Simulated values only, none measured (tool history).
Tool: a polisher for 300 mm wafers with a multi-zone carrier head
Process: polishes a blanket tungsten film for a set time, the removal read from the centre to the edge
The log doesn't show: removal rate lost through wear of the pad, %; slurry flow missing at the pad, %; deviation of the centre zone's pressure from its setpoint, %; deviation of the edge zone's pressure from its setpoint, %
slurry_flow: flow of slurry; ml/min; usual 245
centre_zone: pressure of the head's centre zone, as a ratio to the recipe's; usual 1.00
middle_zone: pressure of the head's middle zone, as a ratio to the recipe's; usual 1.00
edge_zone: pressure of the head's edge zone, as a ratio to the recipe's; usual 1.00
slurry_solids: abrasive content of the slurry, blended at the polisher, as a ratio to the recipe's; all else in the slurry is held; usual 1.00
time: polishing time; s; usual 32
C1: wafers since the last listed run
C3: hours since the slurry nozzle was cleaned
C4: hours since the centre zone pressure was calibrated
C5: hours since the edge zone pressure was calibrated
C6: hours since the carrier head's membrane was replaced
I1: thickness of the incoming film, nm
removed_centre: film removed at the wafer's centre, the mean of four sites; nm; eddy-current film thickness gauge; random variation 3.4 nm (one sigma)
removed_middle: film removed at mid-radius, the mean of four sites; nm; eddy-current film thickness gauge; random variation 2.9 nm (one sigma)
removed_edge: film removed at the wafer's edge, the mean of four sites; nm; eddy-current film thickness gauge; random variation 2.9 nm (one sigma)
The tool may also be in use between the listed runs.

Run 1, hour 0.0: usual settings; C1 0; wafers polished on this pad 2239; C3 63.7; C4 240.1; C5 522.0; C6 1086.7; I1 614.6. Result: removed_centre 239.7 nm, removed_middle 240.8 nm, removed_edge 234.9 nm.
Run 2, hour 30.3: usual settings; C1 515; wafers polished on this pad 2754; C3 94.0; C4 270.4; C5 552.3; C6 1117.0; I1 613.5. Result: removed_centre 233.0 nm, removed_middle 244.2 nm, removed_edge 235.2 nm.
Run 3, hour 66.5: usual settings; C1 615; wafers polished on this pad 3370; C3 130.2; C4 306.6; C5 588.5; C6 1153.2; I1 625.4. Result: removed_centre 235.7 nm, removed_middle 244.7 nm, removed_edge 236.6 nm.
At hour 76.6: worn pad replaced by a new one.
Run 4, hour 96.9: usual settings; C1 449; wafers polished on this pad 346; C3 160.6; C4 337.0; C5 618.9; C6 1183.6; I1 619.3. Result: removed_centre 238.7 nm, removed_middle 239.0 nm, removed_edge 234.0 nm.
Run 5, hour 156.3: usual settings; C1 1010; wafers polished on this pad 1356; C3 220.0; C4 396.4; C5 678.3; C6 1243.0; I1 618.4. Result: removed_centre 245.7 nm, removed_middle 242.9 nm, removed_edge 234.7 nm.
Run 6, hour 221.9: usual settings but slurry_flow 205 ml/min, middle_zone 1.08; C1 1116; wafers polished on this pad 2472; C3 285.6; C4 462.0; C5 743.9; C6 1308.6; I1 632.1. Result: removed_centre 231.4 nm, removed_middle 251.2 nm, removed_edge 231.5 nm.
At hour 266.4: carrier head's membrane replaced by a new one.
At hour 282.5: worn pad replaced by a new one.
Run 7, hour 292.6: usual settings but slurry_flow 205 ml/min, middle_zone 1.08; C1 1049; wafers polished on this pad 172; C3 356.3; C4 532.7; C5 814.6; C6 26.2; I1 630.4. Result: removed_centre 228.5 nm, removed_middle 249.5 nm, removed_edge 236.1 nm.
Run 8, hour 341.5: usual settings but slurry_flow 205 ml/min, middle_zone 1.08; C1 832; wafers polished on this pad 1004; C3 405.2; C4 581.6; C5 863.5; C6 75.1; I1 628.8. Result: removed_centre 233.1 nm, removed_middle 252.6 nm, removed_edge 234.5 nm.
Run 9, hour 380.1: usual settings; C1 656; wafers polished on this pad 1660; C3 443.8; C4 620.2; C5 902.1; C6 113.7; I1 620.2. Result: removed_centre 245.7 nm, removed_middle 238.6 nm, removed_edge 236.7 nm.
At hour 414.7: slurry nozzle cleaned.
Run 10, hour 430.2: usual settings but centre_zone 1.04, middle_zone 1.05, slurry_solids 1.10, time 27 s; C1 835; wafers polished on this pad 2496; C3 15.5; C4 670.3; C5 952.2; C6 163.8; I1 609.8. Result: removed_centre 216.9 nm, removed_middle 222.2 nm, removed_edge 206.8 nm.
Run 11, hour 459.5: usual settings but centre_zone 1.04, middle_zone 1.05, slurry_solids 1.10, time 27 s; C1 498; wafers polished on this pad 2994; C3 44.8; C4 699.6; C5 981.5; C6 193.1; I1 621.1. Result: removed_centre 207.0 nm, removed_middle 214.5 nm, removed_edge 204.0 nm.
At hour 493.0: worn pad replaced by a new one.
At hour 513.8: edge zone pressure recalibrated.
Run 12, hour 525.9: usual settings but slurry_flow 280 ml/min; C1 1027; wafers polished on this pad 525; C3 111.2; C4 766.0; C5 12.1; C6 259.5; I1 625.1. Result: removed_centre 238.1 nm, removed_middle 248.0 nm, removed_edge 238.2 nm.
Run 13, hour 554.1: usual settings; C1 479; wafers polished on this pad 1005; C3 139.4; C4 794.2; C5 40.3; C6 287.7; I1 621.8. Result: removed_centre 238.0 nm, removed_middle 240.7 nm, removed_edge 234.0 nm.
Run 14, hour 584.9: usual settings but slurry_flow 305 ml/min, time 27 s; C1 524; wafers polished on this pad 1529; C3 170.2; C4 825.0; C5 71.1; C6 318.5; I1 620.1. Result: removed_centre 202.4 nm, removed_middle 208.0 nm, removed_edge 208.6 nm.
At hour 622.1: centre zone pressure recalibrated.
Run 15, hour 633.3: usual settings but slurry_solids 1.15; C1 789; wafers polished on this pad 2319; C3 218.6; C4 11.2; C5 119.5; C6 366.9; I1 615.2. Result: removed_centre 254.9 nm, removed_middle 255.3 nm, removed_edge 247.5 nm.
At hour 678.1: worn pad replaced by a new one.
Run 16, hour 678.6: usual settings but slurry_flow 205 ml/min, middle_zone 1.08; C1 702; wafers polished on this pad 8; C3 263.9; C4 56.5; C5 164.8; C6 412.2; I1 615.4. Result: removed_centre 233.3 nm, removed_middle 251.2 nm, removed_edge 230.7 nm.
Run 17, hour 704.1: usual settings but edge_zone 0.96, slurry_solids 0.75; C1 433; wafers polished on this pad 442; C3 289.4; C4 82.0; C5 190.3; C6 437.7; I1 615.5. Result: removed_centre 221.0 nm, removed_middle 219.4 nm, removed_edge 209.7 nm.
Run 18, hour 729.4: usual settings but slurry_flow 210 ml/min, edge_zone 1.06; C1 430; wafers polished on this pad 872; C3 314.7; C4 107.3; C5 215.6; C6 463.0; I1 619.1. Result: removed_centre 229.4 nm, removed_middle 233.2 nm, removed_edge 241.9 nm.
Run 19, hour 764.1: usual settings but edge_zone 1.06; C1 590; wafers polished on this pad 1463; C3 349.4; C4 142.0; C5 250.3; C6 497.7; I1 626.4. Result: removed_centre 235.1 nm, removed_middle 238.5 nm, removed_edge 245.2 nm.
Run 20, hour 818.4: usual settings but middle_zone 1.06; C1 923; wafers polished on this pad 2387; C3 403.7; C4 196.3; C5 304.6; C6 552.0; I1 618.9. Result: removed_centre 239.4 nm, removed_middle 256.4 nm, removed_edge 234.5 nm.
Run 21, hour 852.8: usual settings but time 35 s; C1 585; wafers polished on this pad 2972; C3 438.1; C4 230.7; C5 339.0; C6 586.4; I1 617.9. Result: removed_centre 263.0 nm, removed_middle 262.9 nm, removed_edge 258.5 nm.

4 ways to go on from here, each from the tool as it stands after run 21. What would each give?
Run A, hour 853.2: usual settings but middle_zone 1.07; C1 6; wafers polished on this pad 2979; C3 438.5; C4 231.1; C5 339.4; C6 586.8; I1 629.6. Result: removed_centre ?, removed_middle ?, removed_edge ?.
Run B, hour 853.2: usual settings but centre_zone 0.92, middle_zone 0.90, time 41 s; C1 6; wafers polished on this pad 2979; C3 438.5; C4 231.1; C5 339.4; C6 586.8; I1 629.6. Result: removed_centre ?, removed_middle ?, removed_edge ?.
Run C, hour 853.2: usual settings but slurry_flow 270 ml/min; C1 6; wafers polished on this pad 2979; C3 438.5; C4 231.1; C5 339.4; C6 586.8; I1 629.6. Result: removed_centre ?, removed_middle ?, removed_edge ?.
Run D, hour 853.2: usual settings but edge_zone 1.08, time 36 s; C1 6; wafers polished on this pad 2979; C3 438.5; C4 231.1; C5 339.4; C6 586.8; I1 629.6. Result: removed_centre ?, removed_middle ?, removed_edge ?.

run  removed_centre  removed_middle  removed_edge
  A           238.6           257.8         235.9
  B           282.9           285.6         303.0
  C           241.2           245.9         238.0
  D           268.3           273.8         275.0
Without the tool's hidden state the same runs would have given:
run  removed_centre  removed_middle  removed_edge
  A           238.6           257.8         235.9
  B           282.9           285.6         303.0
  C           241.2           245.9         238.0
  D           268.3           273.8         275.0
